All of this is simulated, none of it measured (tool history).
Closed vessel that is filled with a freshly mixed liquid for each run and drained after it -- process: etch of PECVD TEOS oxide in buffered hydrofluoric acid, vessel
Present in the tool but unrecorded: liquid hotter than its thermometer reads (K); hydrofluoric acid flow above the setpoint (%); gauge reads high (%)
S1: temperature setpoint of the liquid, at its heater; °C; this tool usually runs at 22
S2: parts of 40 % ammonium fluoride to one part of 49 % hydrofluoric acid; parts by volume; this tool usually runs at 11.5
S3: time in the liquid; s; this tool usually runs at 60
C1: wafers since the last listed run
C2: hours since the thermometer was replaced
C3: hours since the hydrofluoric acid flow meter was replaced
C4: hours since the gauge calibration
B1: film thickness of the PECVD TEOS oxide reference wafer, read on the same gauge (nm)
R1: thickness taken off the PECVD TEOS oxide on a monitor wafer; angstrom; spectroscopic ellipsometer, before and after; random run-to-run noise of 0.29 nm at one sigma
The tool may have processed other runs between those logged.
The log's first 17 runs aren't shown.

{"hour": 913.4, "done": "gauge calibrated"}
{"run": 18, "hour": 940.3, "S1": 22, "S2": 11.5, "S3": 60, "C1": 8202, "C2": 254.7, "C3": 384.2, "C4": 26.9, "B1": 129.96, "R1": 877.6}
{"run": 19, "hour": 964.9, "S1": 22, "S2": 11.5, "S3": 60, "C1": 2830, "C2": 279.3, "C3": 408.8, "C4": 51.5, "B1": 130.01, "R1": 881.4}
{"run": 20, "hour": 998.0, "S1": 17.5, "S2": 7.5, "S3": 35, "C1": 3807, "C2": 312.4, "C3": 441.9, "C4": 84.6, "B1": 129.99, "R1": 593.5}
{"run": 21, "hour": 1054.0, "S1": 19, "S2": 14.5, "S3": 60, "C1": 6442, "C2": 368.4, "C3": 497.9, "C4": 140.6, "B1": 130.02, "R1": 590.3}
{"run": 22, "hour": 1086.0, "S1": 24, "S2": 11.5, "S3": 60, "C1": 3681, "C2": 400.4, "C3": 529.9, "C4": 172.6, "B1": 129.97, "R1": 978.7}
{"run": 23, "hour": 1129.2, "S1": 22, "S2": 11.5, "S3": 85, "C1": 4969, "C2": 443.6, "C3": 573.1, "C4": 215.8, "B1": 130.01, "R1": 1241.7}
{"run": 24, "hour": 1185.8, "S1": 17, "S2": 11.5, "S3": 75, "C1": 6511, "C2": 500.2, "C3": 629.7, "C4": 272.4, "B1": 129.98, "R1": 831.7}
{"run": 25, "hour": 1224.4, "S1": 22, "S2": 9.5, "S3": 90, "C1": 4440, "C2": 538.8, "C3": 668.3, "C4": 311, "B1": 130.02, "R1": 1562.4}
{"run": 26, "hour": 1249.1, "S1": 18.5, "S2": 8, "S3": 90, "C1": 2841, "C2": 563.5, "C3": 693, "C4": 335.7, "B1": 130.05, "R1": 1507.5}
{"run": 27, "hour": 1273.7, "S1": 22, "S2": 11.5, "S3": 30, "C1": 2830, "C2": 588.1, "C3": 717.6, "C4": 360.3, "B1": 130, "R1": 440.6}
{"hour": 1287.8, "done": "hydrofluoric acid flow meter replaced"}
{"run": 28, "hour": 1327.6, "S1": 22, "S2": 11.5, "S3": 60, "C1": 6085, "C2": 642, "C3": 39.8, "C4": 414.2, "B1": 129.98, "R1": 878.8}
{"run": 29, "hour": 1373.2, "S1": 18.5, "S2": 16, "S3": 30, "C1": 5245, "C2": 687.6, "C3": 85.4, "C4": 459.8, "B1": 130.05, "R1": 261.9}
{"run": 30, "hour": 1422.4, "S1": 22, "S2": 11.5, "S3": 60, "C1": 5660, "C2": 736.8, "C3": 134.6, "C4": 509, "B1": 130.01, "R1": 881.5}

Below are 3 alternative next runs, each starting from the tool's condition after run 30. Predict each:
{"run": "A", "hour": 1423.1, "S1": 22, "S2": 15, "S3": 60, "C1": 80, "C2": 737.5, "C3": 135.3, "C4": 509.7, "B1": "?", "R1": "?"}
{"run": "B", "hour": 1423.1, "S1": 22, "S2": 8.5, "S3": 60, "C1": 80, "C2": 737.5, "C3": 135.3, "C4": 509.7, "B1": "?", "R1": "?"}
{"run": "C", "hour": 1423.1, "S1": 20, "S2": 11.5, "S3": 50, "C1": 80, "C2": 737.5, "C3": 135.3, "C4": 509.7, "B1": "?", "R1": "?"}

run=A B1=130.01 R1=674.8
run=B B1=130.01 R1=1140.7
run=C B1=130.01 R1=652.8
What these runs would have given with no unlogged condition in the tool:
run=A R1=668.8
run=B R1=1130.6
run=C R1=647
